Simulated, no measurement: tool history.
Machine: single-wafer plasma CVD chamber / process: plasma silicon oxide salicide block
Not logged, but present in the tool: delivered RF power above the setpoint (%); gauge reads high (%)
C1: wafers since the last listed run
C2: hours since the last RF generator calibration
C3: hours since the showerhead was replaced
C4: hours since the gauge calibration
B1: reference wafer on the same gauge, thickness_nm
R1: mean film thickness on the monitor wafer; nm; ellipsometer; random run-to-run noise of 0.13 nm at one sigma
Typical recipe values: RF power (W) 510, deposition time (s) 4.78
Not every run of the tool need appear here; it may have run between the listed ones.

Run 1, hour 0: usual settings; C1 0; C2 919; C3 7773.8; C4 260.5; B1 52.41. Result: R1 45.774 nm.
Run 2, hour 19.6: usual settings; C1 417; C2 938.6; C3 7793.4; C4 280.1; B1 52.342. Result: R1 45.776 nm.
Run 3, hour 41.4: usual settings but RF power (W) 435; C1 464; C2 960.4; C3 7815.2; C4 301.9; B1 52.416. Result: R1 42.786 nm.
Run 4, hour 63.5: usual settings but RF power (W) 435; C1 470; C2 982.5; C3 7837.3; C4 324; B1 52.349. Result: R1 43.026 nm.
Run 5, hour 91.4: usual settings; C1 594; C2 1010.4; C3 7865.2; C4 351.9; B1 52.417. Result: R1 45.67 nm.
Run 6, hour 117.2: usual settings; C1 549; C2 1036.2; C3 7891; C4 377.7; B1 52.389. Result: R1 45.609 nm.
At hour 133.5: RF generator calibrated.
Run 7, hour 145.4: usual settings; C1 430; C2 11.9; C3 7919.2; C4 405.9; B1 52.411. Result: R1 47.281 nm.
Run 8, hour 166: usual settings but deposition time (s) 5.11; C1 438; C2 32.5; C3 7939.8; C4 426.5; B1 52.413. Result: R1 50.874 nm.
Run 9, hour 198.4: usual settings but deposition time (s) 5.37; C1 690; C2 64.9; C3 7972.2; C4 458.9; B1 52.4. Result: R1 52.975 nm.
At hour 199.1: gauge calibrated.
Run 10, hour 225.9: usual settings but deposition time (s) 5.37; C1 585; C2 92.4; C3 7999.7; C4 26.8; B1 52.408. Result: R1 52.964 nm.
Run 11, hour 248.1: usual settings but RF power (W) 570, deposition time (s) 4.04; C1 472; C2 114.6; C3 8021.9; C4 49; B1 52.434. Result: R1 41.626 nm.
Run 12, hour 281.4: usual settings but RF power (W) 440; C1 709; C2 147.9; C3 8055.2; C4 82.3; B1 52.362. Result: R1 44.087 nm.
At hour 308.8: showerhead replaced.
Run 13, hour 309.3: usual settings but deposition time (s) 5.11; C1 423; C2 175.8; C3 0.5; C4 110.2; B1 52.435. Result: R1 50.031 nm.
Run 14, hour 319.9: usual settings but RF power (W) 410; C1 225; C2 186.4; C3 11.1; C4 120.8; B1 52.41. Result: R1 42.473 nm.
Run 15, hour 339.9: usual settings but RF power (W) 475, deposition time (s) 5.15; C1 426; C2 206.4; C3 31.1; C4 140.8; B1 52.433. Result: R1 48.954 nm.
Run 16, hour 353.7: usual settings but RF power (W) 420, deposition time (s) 4.07; C1 294; C2 220.2; C3 44.9; C4 154.6; B1 52.435. Result: R1 36.405 nm.
Run 17, hour 368.8: usual settings; C1 321; C2 235.3; C3 60; C4 169.7; B1 52.367. Result: R1 46.674 nm.
Run 18, hour 393.3: usual settings but RF power (W) 440, deposition time (s) 4.48; C1 521; C2 259.8; C3 84.5; C4 194.2; B1 52.397. Result: R1 41.025 nm.
Run 19, hour 407.7: usual settings; C1 306; C2 274.2; C3 98.9; C4 208.6; B1 52.353. Result: R1 46.647 nm.

Forecast run 20:
Run 20, hour 425.4: usual settings but RF power (W) 460, deposition time (s) 4.27; C1 377; C2 291.9; C3 116.6; C4 226.3; B1 ?. Result: R1 ?.

B1: 52.4
R1: 39.917 nm
The same run, on a tool lacking any hidden state, would have yielded R1 40.694 nm.

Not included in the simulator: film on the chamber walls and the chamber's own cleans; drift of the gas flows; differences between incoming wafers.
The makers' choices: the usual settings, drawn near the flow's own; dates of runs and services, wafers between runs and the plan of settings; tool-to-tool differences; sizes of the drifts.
